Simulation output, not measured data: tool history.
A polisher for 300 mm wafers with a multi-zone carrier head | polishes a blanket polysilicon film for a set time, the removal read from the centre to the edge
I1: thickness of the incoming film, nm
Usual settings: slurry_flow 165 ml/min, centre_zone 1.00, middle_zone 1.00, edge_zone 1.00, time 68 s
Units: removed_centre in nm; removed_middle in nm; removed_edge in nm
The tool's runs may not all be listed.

run 1 day=0.000 | slurry_flow=165 centre_zone=1.00 middle_zone=1.00 edge_zone=1.00 time=68 | I1=1600.1 | removed_centre=458.8 removed_middle=478.7 removed_edge=476.3
run 2 day=0.658 | slurry_flow=220 centre_zone=0.96 middle_zone=1.00 edge_zone=1.05 time=90 | I1=1600.4 | removed_centre=613.7 removed_middle=664.1 removed_edge=655.2
run 3 day=1.196 | slurry_flow=165 centre_zone=1.00 middle_zone=1.00 edge_zone=1.05 time=68 | I1=1589.9 | removed_centre=453.9 removed_middle=473.9 removed_edge=475.8
run 4 day=1.946 | slurry_flow=165 centre_zone=1.00 middle_zone=1.00 edge_zone=1.00 time=81 | I1=1599.4 | removed_centre=541.0 removed_middle=563.1 removed_edge=558.5
run 5 day=2.512 | slurry_flow=165 centre_zone=0.94 middle_zone=1.00 edge_zone=1.04 time=68 | I1=1624.6 | removed_centre=421.3 removed_middle=481.4 removed_edge=478.5
run 6 day=3.379 | slurry_flow=180 centre_zone=0.91 middle_zone=1.11 edge_zone=1.00 time=58 | I1=1598.0 | removed_centre=359.3 removed_middle=445.9 removed_edge=408.9
run 7 day=4.638 | slurry_flow=165 centre_zone=0.92 middle_zone=1.00 edge_zone=1.00 time=68 | I1=1630.1 | removed_centre=411.0 removed_middle=474.3 removed_edge=473.3
run 8 day=5.821 | slurry_flow=165 centre_zone=1.00 middle_zone=1.00 edge_zone=1.00 time=68 | I1=1631.3 | removed_centre=451.5 removed_middle=473.7 removed_edge=472.9
run 9 day=6.846 | slurry_flow=200 centre_zone=1.00 middle_zone=1.04 edge_zone=1.00 time=68 | I1=1616.1 | removed_centre=460.0 removed_middle=500.6 removed_edge=487.0
run 10 day=8.104 | slurry_flow=195 centre_zone=0.92 middle_zone=1.00 edge_zone=1.00 time=68 | I1=1598.7 | removed_centre=418.9 removed_middle=492.1 removed_edge=478.3
run 11 day=8.867 | slurry_flow=165 centre_zone=1.00 middle_zone=1.00 edge_zone=1.00 time=68 | I1=1633.6 | removed_centre=434.3 removed_middle=477.7 removed_edge=471.6
-- day=9.504 worn pad replaced by a new one
-- day=10.404 slurry nozzle cleaned
-- day=10.421 edge zone pressure recalibrated
run 12 day=10.829 | slurry_flow=115 centre_zone=0.95 middle_zone=1.07 edge_zone=1.00 time=68 | I1=1616.7 | removed_centre=370.6 removed_middle=456.8 removed_edge=453.1

Run 13 comes next. What will it give?
-- day=12.525 carrier head's membrane replaced by a new one
run 13 day=12.775 | slurry_flow=165 centre_zone=1.00 middle_zone=1.00 edge_zone=1.00 time=68 | I1=1587.3 | removed_centre=? removed_middle=? removed_edge=?

{"run 13": {"removed_centre": 422.4, "removed_middle": 472.0, "removed_edge": 479.7}}
Without the tool's hidden state the same run would have given removed_centre 462.4 nm, removed_middle 471.8 nm, removed_edge 479.7 nm.

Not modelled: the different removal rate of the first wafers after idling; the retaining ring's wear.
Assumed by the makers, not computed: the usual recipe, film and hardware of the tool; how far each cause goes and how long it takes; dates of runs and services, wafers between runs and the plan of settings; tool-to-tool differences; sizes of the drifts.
